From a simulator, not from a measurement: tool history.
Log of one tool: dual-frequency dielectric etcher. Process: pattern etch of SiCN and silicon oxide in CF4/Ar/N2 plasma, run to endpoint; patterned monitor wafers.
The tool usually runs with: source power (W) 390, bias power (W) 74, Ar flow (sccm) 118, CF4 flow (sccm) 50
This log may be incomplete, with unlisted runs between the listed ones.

run,day,source power (W),bias power (W),Ar flow (sccm),CF4 flow (sccm),wafers since the last listed run,hours since the last wet clean,hours since the last source power generator calibration,hours since the last bias power generator calibration,hours since the last Ar flow controller change,hours since the last CF4 flow controller change,hours since the last upper electrode change,"incoming incoming film thickness, nm",endpoint time (s)
1,0.000,390,74,118,50,0,162.3,4225.3,3048.5,169.6,207.6,4658.9,16.75,24.3
# day 1.096: upper electrode replaced
2,2.483,390,74,118,50,602,221.9,4284.9,3108.1,229.2,267.2,33.3,16.73,24.6
3,3.929,390,74,145,41,586,256.6,4319.6,3142.8,263.9,301.9,68.0,16.76,26.3
4,6.179,470,61,118,55,913,310.6,4373.6,3196.8,317.9,355.9,122.0,16.71,24.1
5,8.433,340,74,127,50,914,364.7,4427.7,3250.9,372.0,410.0,176.1,16.81,27.0
6,9.508,390,74,139,57,436,390.5,4453.5,3276.7,397.8,435.8,201.9,16.97,25.3
7,11.817,450,74,133,42,936,445.9,4508.9,3332.1,453.2,491.2,257.3,16.59,24.1
# day 13.771: source power generator calibrated
8,14.504,340,74,139,55,1023,510.4,17.6,3396.6,517.7,555.7,321.8,17.02,27.7
# day 14.942: bias power generator calibrated
# day 16.112: wet clean of the chamber
9,16.504,490,74,118,53,338,9.4,65.6,37.5,565.7,603.7,369.8,16.83,21.0
10,18.138,390,58,118,50,662,48.6,104.8,76.7,604.9,642.9,409.0,16.80,27.1
11,19.975,390,74,118,50,745,92.7,148.9,120.8,649.0,687.0,453.1,16.70,24.4
12,21.571,390,74,118,50,647,131.0,187.2,159.1,687.3,725.3,491.4,16.79,24.5
13,23.471,360,60,95,55,771,176.6,232.8,204.7,732.9,770.9,537.0,16.87,27.2
14,25.858,330,57,97,53,969,233.9,290.1,262.0,790.2,828.2,594.3,16.88,29.7
15,27.171,390,59,118,50,532,265.4,321.6,293.5,821.7,859.7,625.8,16.73,27.5
16,29.250,340,61,118,50,843,315.3,371.5,343.4,871.6,909.6,675.7,16.76,29.2
17,31.425,390,82,118,50,882,367.5,423.7,395.6,923.8,961.8,727.9,16.80,23.4
18,33.579,390,74,118,50,874,419.2,475.4,447.3,975.5,1013.5,779.6,16.70,24.8
19,35.142,390,64,118,50,634,456.7,512.9,484.8,1013.0,1051.0,817.1,16.68,27.0
20,37.242,390,74,102,50,852,507.1,563.3,535.2,1063.4,1101.4,867.5,16.96,25.2
# day 39.308: wet clean of the chamber
21,39.329,390,74,88,50,441,0.5,613.4,585.3,1113.5,1151.5,917.6,16.73,23.3
22,40.704,440,74,118,50,558,33.5,646.4,618.3,1146.5,1184.5,950.6,16.91,22.8
23,43.250,390,90,118,45,1033,94.6,707.5,679.4,1207.6,1245.6,1011.7,16.64,21.9

Each row is a separate what-if for the run after 23, all from the same tool condition, not one after another. Results?
A,43.267,390,74,118,62,6,95.0,707.9,679.8,1208.0,1246.0,1012.1,16.75,?
B,43.267,440,69,118,42,6,95.0,707.9,679.8,1208.0,1246.0,1012.1,16.75,?
C,43.267,350,74,105,45,6,95.0,707.9,679.8,1208.0,1246.0,1012.1,16.75,?
D,43.267,330,61,118,50,6,95.0,707.9,679.8,1208.0,1246.0,1012.1,16.75,?
E,43.267,470,74,118,50,6,95.0,707.9,679.8,1208.0,1246.0,1012.1,16.75,?

run,endpoint time (s)
A,23.7
B,24.4
C,26.1
D,29.6
E,22.0
With the hidden condition removed and each run's random variation left untouched, the same runs would have given:
run,endpoint time (s)
A,23.5
B,24.2
C,25.9
D,29.4
E,21.8
